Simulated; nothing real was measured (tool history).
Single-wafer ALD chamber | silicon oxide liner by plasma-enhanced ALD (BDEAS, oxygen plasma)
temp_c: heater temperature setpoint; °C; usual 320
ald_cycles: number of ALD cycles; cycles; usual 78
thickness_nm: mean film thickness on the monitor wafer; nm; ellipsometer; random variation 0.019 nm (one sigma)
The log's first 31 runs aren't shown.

run    hour  temp_c  ald_cycles  wafers since the last listed run  hours since the last thermocouple change  hours since the gauge calibration  read-back reference wafer on the same gauge, thickness_nm  thickness_nm
 32  2340.3     335          82                               353                                     228.1                             2957.2                                                      6.928         7.669
 33    2404     309          63                               375                                     291.8                             3020.9                                                      6.926          6.12
 34  2447.9     307          89                               258                                     335.7                             3064.8                                                      6.926         8.694
 35  2516.2     327          93                               402                                       404                             3133.1                                                      6.926         8.776
 36    2604     327          68                               517                                     491.8                             3220.9                                                      6.927         6.422
     2620.4  -- gauge calibrated
 37  2659.3     307          64                               325                                     547.1                               38.9                                                       6.93          6.23
 38  2753.9     314          84                               557                                     641.7                              133.5                                                      6.929         8.079
 39  2818.9     314          83                               383                                     706.7                              198.5                                                      6.934          7.96
 40  2872.4     320          78                               315                                     760.2                                252                                                      6.937         7.419
 41  2945.1     320          78                               428                                     832.9                              324.7                                                      6.926         7.412
 42  3013.5     320          78                               403                                     901.3                              393.1                                                      6.939         7.441
 43  3050.7     320          78                               219                                     938.5                              430.3                                                      6.926         7.403
 44  3119.9     320          78                               407                                    1007.7                              499.5                                                      6.928         7.415
 45    3207     315          84                               513                                    1094.8                              586.6                                                      6.927          8.08
 46    3378     311          70                              1007                                    1265.8                              757.6                                                      6.928          6.72
 47  3451.7     325          64                               434                                    1339.5                              831.3                                                      6.932         6.024
 48  3526.6     310          66                               441                                    1414.4                              906.2                                                       6.93         6.375

3 ways to go on from here, each from the tool as it stands after run 48. What would each give?
  A  3527.1     320          78                                 2                                    1414.9                              906.7                                                          ?             ?
  B  3527.1     316          93                                 2                                    1414.9                              906.7                                                          ?             ?
  C  3527.1     313          83                                 2                                    1414.9                              906.7                                                          ?             ?

run  read-back reference wafer on the same gauge, thickness_nm  thickness_nm
  A                                                      6.926         7.428
  B                                                      6.926         8.912
  C                                                      6.926         7.991
Without the tool's hidden state the same runs would have given:
run  thickness_nm
  A         7.484
  B         8.979
  C         8.051
